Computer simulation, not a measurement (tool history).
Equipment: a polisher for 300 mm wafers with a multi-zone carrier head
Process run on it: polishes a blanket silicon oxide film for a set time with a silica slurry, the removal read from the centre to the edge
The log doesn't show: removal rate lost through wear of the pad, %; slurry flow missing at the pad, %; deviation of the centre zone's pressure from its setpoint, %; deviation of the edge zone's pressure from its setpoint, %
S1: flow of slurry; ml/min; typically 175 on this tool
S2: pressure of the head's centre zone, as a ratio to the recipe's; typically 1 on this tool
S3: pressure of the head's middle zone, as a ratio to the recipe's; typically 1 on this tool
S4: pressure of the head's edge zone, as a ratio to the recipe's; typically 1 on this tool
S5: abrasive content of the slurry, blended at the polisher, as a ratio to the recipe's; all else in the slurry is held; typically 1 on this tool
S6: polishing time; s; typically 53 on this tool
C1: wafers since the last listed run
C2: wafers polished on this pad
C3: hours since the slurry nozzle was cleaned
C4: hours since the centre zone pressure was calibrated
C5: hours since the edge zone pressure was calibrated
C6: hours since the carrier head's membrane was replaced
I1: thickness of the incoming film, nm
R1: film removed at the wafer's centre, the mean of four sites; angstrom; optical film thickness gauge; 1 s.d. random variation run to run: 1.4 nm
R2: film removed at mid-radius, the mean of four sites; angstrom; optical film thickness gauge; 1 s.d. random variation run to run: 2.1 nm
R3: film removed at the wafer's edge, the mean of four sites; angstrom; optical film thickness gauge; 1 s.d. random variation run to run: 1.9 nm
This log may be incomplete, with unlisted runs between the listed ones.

{"run": 1, "day": 0.0, "S1": 140, "S2": 1, "S3": 0.97, "S4": 1, "S5": 0.85, "S6": 36, "C1": 0, "C2": 773, "C3": 127.9, "C4": 307.6, "C5": 357.5, "C6": 256.3, "I1": 1726.6, "R1": 614, "R2": 635, "R3": 735}
{"run": 2, "day": 1.467, "S1": 175, "S2": 1.07, "S3": 1, "S4": 1, "S5": 1.1, "S6": 53, "C1": 434, "C2": 1207, "C3": 163.1, "C4": 342.8, "C5": 392.7, "C6": 291.5, "I1": 1683.1, "R1": 1286, "R2": 1263, "R3": 1354}
{"run": 3, "day": 2.0, "S1": 190, "S2": 1, "S3": 1, "S4": 1, "S5": 1, "S6": 53, "C1": 157, "C2": 1364, "C3": 175.9, "C4": 355.6, "C5": 405.5, "C6": 304.3, "I1": 1709, "R1": 1204, "R2": 1244, "R3": 1315}
{"run": 4, "day": 3.142, "S1": 175, "S2": 1, "S3": 1, "S4": 1, "S5": 1, "S6": 53, "C1": 337, "C2": 1702, "C3": 203.3, "C4": 383, "C5": 432.9, "C6": 331.7, "I1": 1695.5, "R1": 1063, "R2": 1103, "R3": 1223}
{"run": 5, "day": 4.242, "S1": 220, "S2": 1.11, "S3": 0.9, "S4": 1, "S5": 1, "S6": 53, "C1": 325, "C2": 2028, "C3": 229.7, "C4": 409.4, "C5": 459.3, "C6": 358.1, "I1": 1716.9, "R1": 1360, "R2": 1199, "R3": 1305}
{"run": 6, "day": 5.008, "S1": 175, "S2": 1, "S3": 1, "S4": 1, "S5": 1.15, "S6": 70, "C1": 226, "C2": 2255, "C3": 248.1, "C4": 427.8, "C5": 477.7, "C6": 376.5, "I1": 1711.4, "R1": 1339, "R2": 1454, "R3": 1630}
{"run": 7, "day": 6.433, "S1": 175, "S2": 1, "S3": 1, "S4": 1, "S5": 1, "S6": 53, "C1": 421, "C2": 2676, "C3": 282.3, "C4": 462, "C5": 511.9, "C6": 410.7, "I1": 1698.7, "R1": 899, "R2": 965, "R3": 1121}
{"day": 6.812, "done": "worn pad replaced by a new one"}
{"run": 8, "day": 7.65, "S1": 175, "S2": 1, "S3": 0.91, "S4": 1, "S5": 1, "S6": 53, "C1": 310, "C2": 247, "C3": 311.5, "C4": 491.2, "C5": 541.1, "C6": 439.9, "I1": 1692.5, "R1": 837, "R2": 848, "R3": 1110}
{"run": 9, "day": 8.421, "S1": 175, "S2": 0.94, "S3": 0.91, "S4": 1, "S5": 1.3, "S6": 65, "C1": 228, "C2": 475, "C3": 330, "C4": 509.7, "C5": 559.6, "C6": 458.4, "I1": 1707.1, "R1": 1033, "R2": 1131, "R3": 1515}
{"run": 10, "day": 9.438, "S1": 140, "S2": 1, "S3": 0.97, "S4": 1, "S5": 0.85, "S6": 36, "C1": 300, "C2": 776, "C3": 354.4, "C4": 534.1, "C5": 584, "C6": 482.8, "I1": 1688.9, "R1": 281, "R2": 352, "R3": 568}
{"run": 11, "day": 10.467, "S1": 175, "S2": 1, "S3": 1.11, "S4": 1.05, "S5": 1, "S6": 53, "C1": 304, "C2": 1081, "C3": 379.1, "C4": 558.8, "C5": 608.7, "C6": 507.5, "I1": 1689.9, "R1": 725, "R2": 916, "R3": 1065}
{"run": 12, "day": 11.054, "S1": 175, "S2": 1, "S3": 1, "S4": 0.91, "S5": 1, "S6": 53, "C1": 173, "C2": 1255, "C3": 393.2, "C4": 572.9, "C5": 622.8, "C6": 521.6, "I1": 1683.7, "R1": 717, "R2": 838, "R3": 1006}
{"run": 13, "day": 12.138, "S1": 175, "S2": 1, "S3": 1, "S4": 1, "S5": 1, "S6": 53, "C1": 320, "C2": 1575, "C3": 419.2, "C4": 598.9, "C5": 648.8, "C6": 547.6, "I1": 1674.6, "R1": 685, "R2": 790, "R3": 1035}
{"run": 14, "day": 13.042, "S1": 135, "S2": 0.97, "S3": 1.06, "S4": 1, "S5": 1.15, "S6": 53, "C1": 267, "C2": 1843, "C3": 440.9, "C4": 620.6, "C5": 670.5, "C6": 569.3, "I1": 1677.1, "R1": 313, "R2": 492, "R3": 877}
{"run": 15, "day": 13.712, "S1": 175, "S2": 0.89, "S3": 1, "S4": 1.08, "S5": 1, "S6": 36, "C1": 198, "C2": 2041, "C3": 457, "C4": 636.7, "C5": 686.6, "C6": 585.4, "I1": 1681.9, "R1": 390, "R2": 516, "R3": 706}
{"day": 14.558, "done": "slurry nozzle cleaned"}
{"run": 16, "day": 14.792, "S1": 175, "S2": 1, "S3": 1, "S4": 1, "S5": 1, "S6": 53, "C1": 307, "C2": 2348, "C3": 5.6, "C4": 662.6, "C5": 712.5, "C6": 611.3, "I1": 1684.9, "R1": 1533, "R2": 1536, "R3": 1473}
{"run": 17, "day": 15.808, "S1": 175, "S2": 1, "S3": 1, "S4": 1, "S5": 1.2, "S6": 58, "C1": 300, "C2": 2649, "C3": 30, "C4": 687, "C5": 736.9, "C6": 635.7, "I1": 1703.7, "R1": 1751, "R2": 1763, "R3": 1734}
{"run": 18, "day": 16.342, "S1": 175, "S2": 0.91, "S3": 1, "S4": 1, "S5": 1, "S6": 44, "C1": 157, "C2": 2807, "C3": 42.8, "C4": 699.8, "C5": 749.7, "C6": 648.5, "I1": 1723.2, "R1": 1088, "R2": 1228, "R3": 1204}
{"run": 19, "day": 16.858, "S1": 220, "S2": 0.89, "S3": 1, "S4": 1, "S5": 1, "S6": 62, "C1": 152, "C2": 2960, "C3": 55.2, "C4": 712.2, "C5": 762.1, "C6": 660.9, "I1": 1684.4, "R1": 1641, "R2": 1830, "R3": 1810}
{"day": 17.258, "done": "worn pad replaced by a new one"}
{"run": 20, "day": 17.4, "S1": 150, "S2": 1, "S3": 1, "S4": 0.93, "S5": 1, "S6": 53, "C1": 110, "C2": 41, "C3": 68.2, "C4": 725.2, "C5": 775.1, "C6": 673.9, "I1": 1673, "R1": 1291, "R2": 1303, "R3": 1319}
{"run": 21, "day": 18.508, "S1": 175, "S2": 1, "S3": 1, "S4": 1.11, "S5": 1, "S6": 53, "C1": 327, "C2": 369, "C3": 94.8, "C4": 751.8, "C5": 801.7, "C6": 700.5, "I1": 1683.8, "R1": 1371, "R2": 1371, "R3": 1479}

Each row is a separate what-if for the run after 21, all from the same tool condition, not one after another. Results?
{"run": "A", "day": 18.525, "S1": 175, "S2": 1, "S3": 1, "S4": 1, "S5": 1, "S6": 53, "C1": 4, "C2": 374, "C3": 95.2, "C4": 752.2, "C5": 802.1, "C6": 700.9, "I1": 1718.6, "R1": "?", "R2": "?", "R3": "?"}
{"run": "B", "day": 18.525, "S1": 175, "S2": 0.95, "S3": 1, "S4": 1.05, "S5": 0.9, "S6": 41, "C1": 4, "C2": 374, "C3": 95.2, "C4": 752.2, "C5": 802.1, "C6": 700.9, "I1": 1718.6, "R1": "?", "R2": "?", "R3": "?"}
{"run": "C", "day": 18.525, "S1": 175, "S2": 1, "S3": 1, "S4": 0.92, "S5": 0.85, "S6": 53, "C1": 4, "C2": 374, "C3": 95.2, "C4": 752.2, "C5": 802.1, "C6": 700.9, "I1": 1718.6, "R1": "?", "R2": "?", "R3": "?"}
{"run": "D", "day": 18.525, "S1": 145, "S2": 1, "S3": 1, "S4": 1, "S5": 1, "S6": 53, "C1": 4, "C2": 374, "C3": 95.2, "C4": 752.2, "C5": 802.1, "C6": 700.9, "I1": 1718.6, "R1": "?", "R2": "?", "R3": "?"}
{"run": "E", "day": 18.525, "S1": 145, "S2": 0.94, "S3": 1, "S4": 1.08, "S5": 1, "S6": 53, "C1": 4, "C2": 374, "C3": 95.2, "C4": 752.2, "C5": 802.1, "C6": 700.9, "I1": 1718.6, "R1": "?", "R2": "?", "R3": "?"}

run=A R1=1355 R2=1429 R3=1397
run=B R1=951 R2=1056 R3=1055
run=C R1=1261 R2=1331 R3=1257
run=D R1=1169 R2=1259 R3=1287
run=E R1=1098 R2=1259 R3=1330
The same runs, with their run-to-run variation unchanged, on a tool lacking any hidden condition would have given:
run=A R1=1545 R2=1604 R3=1516
run=B R1=1084 R2=1186 R3=1144
run=C R1=1438 R2=1494 R3=1363
run=D R1=1417 R2=1486 R3=1435
run=E R1=1331 R2=1486 R3=1484

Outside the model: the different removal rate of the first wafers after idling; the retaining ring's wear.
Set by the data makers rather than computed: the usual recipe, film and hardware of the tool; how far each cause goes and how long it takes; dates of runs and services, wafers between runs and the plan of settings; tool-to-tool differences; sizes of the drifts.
